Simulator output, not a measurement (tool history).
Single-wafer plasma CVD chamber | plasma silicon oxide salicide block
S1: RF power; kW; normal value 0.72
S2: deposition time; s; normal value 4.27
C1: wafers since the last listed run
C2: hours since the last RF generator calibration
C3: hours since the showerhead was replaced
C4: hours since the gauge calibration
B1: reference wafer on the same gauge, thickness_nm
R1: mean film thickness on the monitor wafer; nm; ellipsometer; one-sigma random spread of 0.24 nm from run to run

| run | hour | S1 | S2 | C1 | C2 | C3 | C4 | B1 | R1 |
|---|---|---|---|---|---|---|---|---|---|
| 1 | 0 | 0.72 | 4.27 | 0 | 1202.8 | 4687 | 428.9 | 50.337 | 42.847 |
| 2 | 45.2 | 0.72 | 4.27 | 1030 | 1248 | 4732.2 | 474.1 | 50.265 | 43.058 |
| 3 | 126.4 | 0.72 | 4.27 | 1850 | 1329.2 | 4813.4 | 555.3 | 50.262 | 43.191 |
| 4 | 170.3 | 0.72 | 4.27 | 1000 | 1373.1 | 4857.3 | 599.2 | 50.318 | 42.816 |
| 5 | 207.8 | 0.72 | 4.27 | 854 | 1410.6 | 4894.8 | 636.7 | 50.284 | 42.898 |
| 6 | 234.3 | 0.72 | 4.27 | 604 | 1437.1 | 4921.3 | 663.2 | 50.263 | 42.564 |
| 7 | 285.8 | 0.72 | 4.27 | 1173 | 1488.6 | 4972.8 | 714.7 | 50.197 | 43.296 |
| 8 | 330.9 | 0.72 | 3.84 | 1027 | 1533.7 | 5017.9 | 759.8 | 50.263 | 38.717 |
| 9 | 357 | 0.72 | 3.84 | 594 | 1559.8 | 5044 | 785.9 | 50.356 | 38.935 |
| 10 | 383.5 | 0.72 | 3.84 | 604 | 1586.3 | 5070.5 | 812.4 | 50.311 | 38.85 |
| 11 | 448.5 | 0.72 | 4.54 | 1481 | 1651.3 | 5135.5 | 877.4 | 50.335 | 45.99 |
| 12 | 500.6 | 0.72 | 4.87 | 1187 | 1703.4 | 5187.6 | 929.5 | 50.27 | 49.28 |
| 13 | 525 | 0.765 | 4.27 | 556 | 1727.8 | 5212 | 953.9 | 50.244 | 42.999 |
| 14 | 578.2 | 0.72 | 4.27 | 1212 | 1781 | 5265.2 | 1007.1 | 50.268 | 43.247 |
| 15 | 607.3 | 0.67 | 4.27 | 663 | 1810.1 | 5294.3 | 1036.2 | 50.272 | 42.306 |
| 16 | 647.7 | 0.67 | 4.27 | 920 | 1850.5 | 5334.7 | 1076.6 | 50.257 | 41.929 |
|  | 696.2 | showerhead replaced |
| 17 | 697.7 | 0.665 | 4.27 | 957 | 1900.5 | 1.5 | 1126.6 | 50.373 | 42.272 |
|  | 730.9 | RF generator calibrated |
| 18 | 763.7 | 0.72 | 4.27 | 1322 | 32.8 | 67.5 | 1192.6 | 50.296 | 42.839 |
| 19 | 811.5 | 0.72 | 4.27 | 1089 | 80.6 | 115.3 | 1240.4 | 50.269 | 42.67 |
| 20 | 859.7 | 0.72 | 4.27 | 1098 | 128.8 | 163.5 | 1288.6 | 50.362 | 42.914 |
| 21 | 898.5 | 0.72 | 4.27 | 884 | 167.6 | 202.3 | 1327.4 | 50.303 | 43.007 |
| 22 | 947.3 | 0.72 | 4.27 | 1112 | 216.4 | 251.1 | 1376.2 | 50.388 | 42.923 |
| 23 | 1005.7 | 0.72 | 4.85 | 1331 | 274.8 | 309.5 | 1434.6 | 50.403 | 48.772 |
| 24 | 1070.8 | 0.6 | 4.98 | 1483 | 339.9 | 374.6 | 1499.7 | 50.276 | 48.751 |
| 25 | 1123.7 | 0.76 | 3.66 | 1205 | 392.8 | 427.5 | 1552.6 | 50.348 | 36.789 |
| 26 | 1189.4 | 0.665 | 4.27 | 1497 | 458.5 | 493.2 | 1618.3 | 50.223 | 42.327 |
|  | 1297.8 | gauge calibrated |
| 27 | 1367.2 | 0.66 | 4.91 | 4052 | 636.3 | 671 | 69.4 | 50.381 | 47.995 |
| 28 | 1405.5 | 0.765 | 4.27 | 872 | 674.6 | 709.3 | 107.7 | 50.343 | 43.564 |
| 29 | 1467.2 | 0.82 | 3.8 | 1406 | 736.3 | 771 | 169.4 | 50.341 | 38.921 |
| 30 | 1515.3 | 0.72 | 4.27 | 1096 | 784.4 | 819.1 | 217.5 | 50.325 | 43.501 |
| 31 | 1543.5 | 0.68 | 3.97 | 642 | 812.6 | 847.3 | 245.7 | 50.348 | 39.417 |
| 32 | 1602.3 | 0.625 | 4.27 | 1340 | 871.4 | 906.1 | 304.5 | 50.252 | 41.511 |
| 33 | 1653.7 | 0.775 | 4.79 | 1171 | 922.8 | 957.5 | 355.9 | 50.313 | 48.966 |
| 34 | 1695.7 | 0.72 | 4.97 | 957 | 964.8 | 999.5 | 397.9 | 50.245 | 50.12 |
| 35 | 1745.2 | 0.72 | 4.27 | 1128 | 1014.3 | 1049 | 447.4 | 50.308 | 42.775 |
| 36 | 1812.5 | 0.82 | 3.8 | 1533 | 1081.6 | 1116.3 | 514.7 | 50.247 | 39.452 |
| 37 | 1882.4 | 0.86 | 4.74 | 1593 | 1151.5 | 1186.2 | 584.6 | 50.28 | 49.342 |
| 38 | 1930.7 | 0.72 | 4.27 | 1100 | 1199.8 | 1234.5 | 632.9 | 50.347 | 42.415 |
| 39 | 1968.2 | 0.72 | 4.27 | 854 | 1237.3 | 1272 | 670.4 | 50.289 | 42.722 |
| 40 | 2023.9 | 0.72 | 4.27 | 1269 | 1293 | 1327.7 | 726.1 | 50.351 | 42.581 |
| 41 | 2085.7 | 0.67 | 5.02 | 1408 | 1354.8 | 1389.5 | 787.9 | 50.213 | 49.784 |
| 42 | 2170.6 | 0.72 | 4.27 | 1935 | 1439.7 | 1474.4 | 872.8 | 50.319 | 42.696 |
| 43 | 2222.9 | 0.68 | 4.69 | 1192 | 1492 | 1526.7 | 925.1 | 50.357 | 46.392 |
| 44 | 2292 | 0.675 | 4.78 | 1575 | 1561.1 | 1595.8 | 994.2 | 50.267 | 47.42 |
| 45 | 2316 | 0.77 | 4.27 | 547 | 1585.1 | 1619.8 | 1018.2 | 50.291 | 43.234 |

Give the tool's hidden conditions for every run:
delivered RF power above the setpoint (%): 0 in every run
gauge reads high (%): 0 in every run
